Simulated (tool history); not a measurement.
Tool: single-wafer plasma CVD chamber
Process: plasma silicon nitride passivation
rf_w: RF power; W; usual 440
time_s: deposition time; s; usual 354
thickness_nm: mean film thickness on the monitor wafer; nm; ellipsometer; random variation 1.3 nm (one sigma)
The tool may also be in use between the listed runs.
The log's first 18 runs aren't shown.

run    hour  rf_w  time_s  wafers since the last listed run  hours since the last RF generator calibration  hours since the showerhead was replaced  hours since the gauge calibration  read-back reference wafer on the same gauge, thickness_nm  thickness_nm
 19  1307.0   440     354                               714                                          938.1                                    258.0                             2644.0                                                    561.316       499.015
 20  1411.8   440     354                               697                                         1042.9                                    362.8                             2748.8                                                    560.962       498.129
 21  1478.6   440     354                               444                                         1109.7                                    429.6                             2815.6                                                    561.126       500.537
 22  1576.0   380     333                               648                                         1207.1                                    527.0                             2913.0                                                    560.614       445.606
 23  1643.3   440     354                               447                                         1274.4                                    594.3                             2980.3                                                    560.939       497.408
 24  1718.7   470     383                               501                                         1349.8                                    669.7                             3055.7                                                    560.991       552.400
 25  1768.0   355     377                               327                                         1399.1                                    719.0                             3105.0                                                    560.831       492.552
     1789.9  -- gauge calibrated
 26  1839.7   440     354                               477                                         1470.8                                    790.7                               49.8                                                    560.969       496.855
 27  1907.7   400     308                               452                                         1538.8                                    858.7                              117.8                                                    561.030       419.978
 28  1956.4   465     410                               324                                         1587.5                                    907.4                              166.5                                                    560.762       587.787
     2051.4  -- RF generator calibrated
 29  2051.9   440     354                               582                                            0.5                                   1002.9                              262.0                                                    560.926       504.674
 30  2092.1   440     354                               267                                           40.7                                   1043.1                              302.2                                                    561.071       501.597
 31  2195.7   525     386                               689                                          144.3                                   1146.7                              405.8                                                    560.807       584.590
 32  2261.5   485     354                               437                                          210.1                                   1212.5                              471.6                                                    560.841       520.775
 33  2334.8   360     384                               487                                          283.4                                   1285.8                              544.9                                                    560.992       506.828
 34  2398.8   380     354                               425                                          347.4                                   1349.8                              608.9                                                    560.797       477.001
 35  2493.0   370     327                               626                                          441.6                                   1444.0                              703.1                                                    560.769       435.712
 36  2543.8   440     354                               337                                          492.4                                   1494.8                              753.9                                                    561.041       502.198
 37  2590.4   385     354                               310                                          539.0                                   1541.4                              800.5                                                    561.248       476.422
 38  2639.5   520     410                               326                                          588.1                                   1590.5                              849.6                                                    560.869       613.636
 39  2700.9   440     354                               408                                          649.5                                   1651.9                              911.0                                                    560.746       500.730
 40  2765.6   365     314                               430                                          714.2                                   1716.6                              975.7                                                    560.954       414.071
 41  2835.8   505     324                               467                                          784.4                                   1786.8                             1045.9                                                    561.260       483.455
 42  2899.7   415     354                               425                                          848.3                                   1850.7                             1109.8                                                    561.177       489.826

4 ways to go on from here, each from the tool as it stands after run 42. What would each give?
  A  2900.2   440     304                                 3                                          848.8                                   1851.2                             1110.3                                                          ?             ?
  B  2900.2   410     321                                 3                                          848.8                                   1851.2                             1110.3                                                          ?             ?
  C  2900.2   440     324                                 3                                          848.8                                   1851.2                             1110.3                                                          ?             ?
  D  2900.2   520     292                                 3                                          848.8                                   1851.2                             1110.3                                                          ?             ?

run  read-back reference wafer on the same gauge, thickness_nm  thickness_nm
  A                                                    561.405       430.536
  B                                                    561.405       443.367
  C                                                    561.405       458.861
  D                                                    561.405       438.270
Without the tool's hidden state the same runs would have given:
run  thickness_nm
  A       433.970
  B       446.903
  C       462.521
  D       441.765

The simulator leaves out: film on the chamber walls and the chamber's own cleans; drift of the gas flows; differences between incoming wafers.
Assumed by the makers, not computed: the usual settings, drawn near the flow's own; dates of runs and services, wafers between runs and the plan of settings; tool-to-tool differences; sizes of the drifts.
